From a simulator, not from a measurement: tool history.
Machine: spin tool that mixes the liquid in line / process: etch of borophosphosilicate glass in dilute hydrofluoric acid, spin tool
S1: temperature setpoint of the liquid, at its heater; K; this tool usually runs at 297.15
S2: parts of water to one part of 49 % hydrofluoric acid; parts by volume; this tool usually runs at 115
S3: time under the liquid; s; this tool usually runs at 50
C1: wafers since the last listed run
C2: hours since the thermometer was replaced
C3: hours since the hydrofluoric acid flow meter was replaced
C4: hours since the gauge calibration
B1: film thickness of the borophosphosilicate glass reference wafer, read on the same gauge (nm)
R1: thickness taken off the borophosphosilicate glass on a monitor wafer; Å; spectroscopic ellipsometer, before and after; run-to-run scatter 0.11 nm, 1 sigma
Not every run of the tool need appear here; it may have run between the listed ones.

run 1 day=0.000 | S1=297.15 S2=115 S3=50 | C1=0 C2=1807.8 C3=2007.0 C4=442.6 | B1=150.03 | R1=257.5
run 2 day=2.946 | S1=299.65 S2=115 S3=45 | C1=991 C2=1878.5 C3=2077.7 C4=513.3 | B1=149.98 | R1=252.8
run 3 day=5.383 | S1=299.65 S2=115 S3=45 | C1=820 C2=1937.0 C3=2136.2 C4=571.8 | B1=149.97 | R1=254.5
run 4 day=8.338 | S1=299.65 S2=115 S3=45 | C1=994 C2=2007.9 C3=2207.1 C4=642.7 | B1=150.03 | R1=254.2
run 5 day=9.696 | S1=297.15 S2=115 S3=50 | C1=457 C2=2040.5 C3=2239.7 C4=675.3 | B1=150.01 | R1=255.8
run 6 day=11.450 | S1=297.15 S2=115 S3=50 | C1=590 C2=2082.6 C3=2281.8 C4=717.4 | B1=149.98 | R1=258.4
-- day=12.833 hydrofluoric acid flow meter replaced
run 7 day=14.425 | S1=297.15 S2=130 S3=60 | C1=987 C2=2154.0 C3=38.2 C4=788.8 | B1=150.01 | R1=287.9
run 8 day=15.479 | S1=297.15 S2=130 S3=60 | C1=354 C2=2179.3 C3=63.5 C4=814.1 | B1=150.00 | R1=286.0
-- day=16.608 thermometer replaced
run 9 day=16.629 | S1=297.15 S2=115 S3=50 | C1=373 C2=0.5 C3=91.1 C4=841.7 | B1=149.98 | R1=254.1
-- day=18.212 gauge calibrated
run 10 day=21.750 | S1=297.15 S2=150 S3=80 | C1=1723 C2=123.4 C3=214.0 C4=84.9 | B1=150.01 | R1=297.1
run 11 day=23.633 | S1=301.65 S2=115 S3=35 | C1=634 C2=168.6 C3=259.2 C4=130.1 | B1=149.98 | R1=211.1
run 12 day=26.442 | S1=293.65 S2=115 S3=50 | C1=945 C2=236.0 C3=326.6 C4=197.5 | B1=149.99 | R1=219.7
run 13 day=27.938 | S1=298.65 S2=150 S3=25 | C1=503 C2=271.9 C3=362.5 C4=233.4 | B1=150.00 | R1=98.7
run 14 day=29.067 | S1=295.15 S2=150 S3=20 | C1=380 C2=299.0 C3=389.6 C4=260.5 | B1=150.00 | R1=69.2
run 15 day=30.879 | S1=301.65 S2=90 S3=50 | C1=610 C2=342.5 C3=433.1 C4=304.0 | B1=150.00 | R1=397.7
run 16 day=33.479 | S1=300.15 S2=90 S3=65 | C1=875 C2=404.9 C3=495.5 C4=366.4 | B1=150.03 | R1=490.5

Each row is a separate what-if for the run after 16, all from the same tool condition, not one after another. Results?
run A day=33.496 | S1=297.15 S2=115 S3=50 | C1=5 C2=405.3 C3=495.9 C4=366.8 | B1=? | R1=?
run B day=33.496 | S1=297.15 S2=115 S3=35 | C1=5 C2=405.3 C3=495.9 C4=366.8 | B1=? | R1=?
run C day=33.496 | S1=298.65 S2=160 S3=40 | C1=5 C2=405.3 C3=495.9 C4=366.8 | B1=? | R1=?
run D day=33.496 | S1=301.65 S2=115 S3=50 | C1=5 C2=405.3 C3=495.9 C4=366.8 | B1=? | R1=?
run E day=33.496 | S1=300.65 S2=55 S3=20 | C1=5 C2=405.3 C3=495.9 C4=366.8 | B1=? | R1=?

run=A B1=150.02 R1=254.7
run=B B1=150.02 R1=178.3
run=C B1=150.02 R1=146.8
run=D B1=150.02 R1=302.3
run=E B1=150.02 R1=265.0
Without the tool's unlogged condition, the same runs would have read:
run=A R1=250.2
run=B R1=175.2
run=C R1=144.5
run=D R1=297.4
run=E R1=260.0
